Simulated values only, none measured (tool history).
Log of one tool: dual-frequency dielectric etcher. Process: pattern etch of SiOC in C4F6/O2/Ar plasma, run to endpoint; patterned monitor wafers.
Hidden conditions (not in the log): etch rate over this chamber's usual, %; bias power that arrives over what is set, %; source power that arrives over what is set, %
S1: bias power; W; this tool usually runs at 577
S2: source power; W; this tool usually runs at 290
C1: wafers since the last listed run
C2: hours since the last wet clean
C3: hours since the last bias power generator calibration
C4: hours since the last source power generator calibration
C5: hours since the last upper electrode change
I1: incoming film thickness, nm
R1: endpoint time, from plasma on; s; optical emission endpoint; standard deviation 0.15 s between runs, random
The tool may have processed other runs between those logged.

Run 1, day 0: usual settings; C1 0; C2 340.1; C3 1645; C4 1363.3; C5 2397.1; I1 46.3. Result: R1 16.9 s.
Run 2, day 1.392: usual settings but S1 630 W, S2 320 W; C1 379; C2 373.5; C3 1678.4; C4 1396.7; C5 2430.5; I1 46.01. Result: R1 16 s.
At day 2.879: wet clean of the chamber.
Run 3, day 2.9: usual settings; C1 138; C2 0.5; C3 1714.6; C4 1432.9; C5 2466.7; I1 46.32. Result: R1 17 s.
Run 4, day 5.467: usual settings; C1 699; C2 62.1; C3 1776.2; C4 1494.5; C5 2528.3; I1 46.56. Result: R1 17.1 s.
Run 5, day 7.658: usual settings; C1 597; C2 114.7; C3 1828.8; C4 1547.1; C5 2580.9; I1 46.39. Result: R1 16.8 s.
Run 6, day 10.479: usual settings but S1 543 W; C1 768; C2 182.4; C3 1896.5; C4 1614.8; C5 2648.6; I1 46.79. Result: R1 17.9 s.
Run 7, day 12.479: usual settings but S1 543 W; C1 545; C2 230.4; C3 1944.5; C4 1662.8; C5 2696.6; I1 46.44. Result: R1 17.6 s.
Run 8, day 14.892: usual settings but S2 260 W; C1 657; C2 288.3; C3 2002.4; C4 1720.7; C5 2754.5; I1 46.4. Result: R1 17.4 s.
Run 9, day 16.788: usual settings but S2 260 W; C1 516; C2 333.8; C3 2047.9; C4 1766.2; C5 2800; I1 46.08. Result: R1 17.6 s.
Run 10, day 18.142: usual settings; C1 369; C2 366.3; C3 2080.4; C4 1798.7; C5 2832.5; I1 46.66. Result: R1 17 s.
Run 11, day 20.271: usual settings; C1 580; C2 417.4; C3 2131.5; C4 1849.8; C5 2883.6; I1 46.09. Result: R1 16.9 s.
At day 22.446: bias power generator calibrated.
Run 12, day 22.779: usual settings; C1 638; C2 477.6; C3 8; C4 1910; C5 2943.8; I1 46.31. Result: R1 17.1 s.
At day 25.208: wet clean of the chamber.
Run 13, day 25.229: usual settings but S2 310 W; C1 395; C2 0.5; C3 66.8; C4 1968.8; C5 3002.6; I1 46.92. Result: R1 17.1 s.
Run 14, day 26.892: usual settings but S1 685 W, S2 340 W; C1 453; C2 40.4; C3 106.7; C4 2008.7; C5 3042.5; I1 46.43. Result: R1 15.2 s.
At day 27.733: source power generator calibrated.
Run 15, day 29.442: usual settings; C1 649; C2 101.6; C3 167.9; C4 41; C5 3103.7; I1 46.82. Result: R1 17.1 s.
Run 16, day 32.054: usual settings but S1 518 W, S2 340 W; C1 712; C2 164.3; C3 230.6; C4 103.7; C5 3166.4; I1 46.47. Result: R1 17.1 s.
Run 17, day 34.271: usual settings but S1 687 W, S2 240 W; C1 604; C2 217.5; C3 283.8; C4 156.9; C5 3219.6; I1 46.07. Result: R1 16.2 s.
Run 18, day 35.817: usual settings; C1 421; C2 254.6; C3 320.9; C4 194; C5 3256.7; I1 46.36. Result: R1 17 s.
Run 19, day 37.221: usual settings but S1 691 W, S2 260 W; C1 382; C2 288.3; C3 354.6; C4 227.7; C5 3290.4; I1 46.43. Result: R1 16 s.
Run 20, day 38.796: usual settings but S1 461 W, S2 260 W; C1 429; C2 326.1; C3 392.4; C4 265.5; C5 3328.2; I1 46.49. Result: R1 19.5 s.
At day 43.412: upper electrode replaced.
At day 44.712: wet clean of the chamber.
Run 21, day 46.983: usual settings; C1 1686; C2 54.5; C3 588.9; C4 462; C5 85.7; I1 46.28. Result: R1 17.1 s.
Run 22, day 48.008: usual settings but S1 663 W, S2 230 W; C1 279; C2 79.1; C3 613.5; C4 486.6; C5 110.3; I1 46. Result: R1 16.8 s.
Run 23, day 49.638: usual settings but S1 512 W, S2 340 W; C1 444; C2 118.2; C3 652.6; C4 525.7; C5 149.4; I1 46.12. Result: R1 17.2 s.
Run 24, day 52.171: usual settings but S1 493 W; C1 690; C2 179; C3 713.4; C4 586.5; C5 210.2; I1 46.13. Result: R1 18.3 s.
Run 25, day 54.404: usual settings but S1 670 W, S2 310 W; C1 608; C2 232.6; C3 767; C4 640.1; C5 263.8; I1 46.78. Result: R1 15.9 s.
Run 26, day 56.908: usual settings; C1 682; C2 292.7; C3 827.1; C4 700.2; C5 323.9; I1 46.37. Result: R1 17.2 s.
Run 27, day 58.875: usual settings but S1 615 W; C1 536; C2 339.9; C3 874.3; C4 747.4; C5 371.1; I1 46.45. Result: R1 16.5 s.
Run 28, day 59.879: usual settings; C1 273; C2 364; C3 898.4; C4 771.5; C5 395.2; I1 46.22. Result: R1 17.2 s.
Run 29, day 62.021: usual settings but S1 455 W, S2 350 W; C1 583; C2 415.4; C3 949.8; C4 822.9; C5 446.6; I1 45.84. Result: R1 18.1 s.
Run 30, day 64.567: usual settings but S2 240 W; C1 693; C2 476.5; C3 1010.9; C4 884; C5 507.7; I1 46.16. Result: R1 17.9 s.
At day 66.783: wet clean of the chamber.
Run 31, day 66.804: usual settings but S1 683 W, S2 350 W; C1 337; C2 0.5; C3 1064.6; C4 937.7; C5 561.4; I1 47.09. Result: R1 15.1 s.
Run 32, day 69.483: usual settings; C1 730; C2 64.8; C3 1128.9; C4 1002; C5 625.7; I1 46.15. Result: R1 16.8 s.
Run 33, day 71.904: usual settings but S1 698 W, S2 320 W; C1 659; C2 122.9; C3 1187; C4 1060.1; C5 683.8; I1 46.59. Result: R1 15.3 s.
Run 34, day 74.571: usual settings; C1 726; C2 186.9; C3 1251; C4 1124.1; C5 747.8; I1 46.24. Result: R1 17 s.
Run 35, day 75.762: usual settings but S2 340 W; C1 324; C2 215.5; C3 1279.6; C4 1152.7; C5 776.4; I1 46.66. Result: R1 16.6 s.
Run 36, day 78.425: usual settings; C1 725; C2 279.4; C3 1343.5; C4 1216.6; C5 840.3; I1 46.72. Result: R1 17.3 s.

List, for all runs, the conditions of the tool that the log does not record:
etch rate over this chamber's usual, %: 0 at every run
bias power that arrives over what is set, %: 0 at every run
source power that arrives over what is set, %: 0 at every run
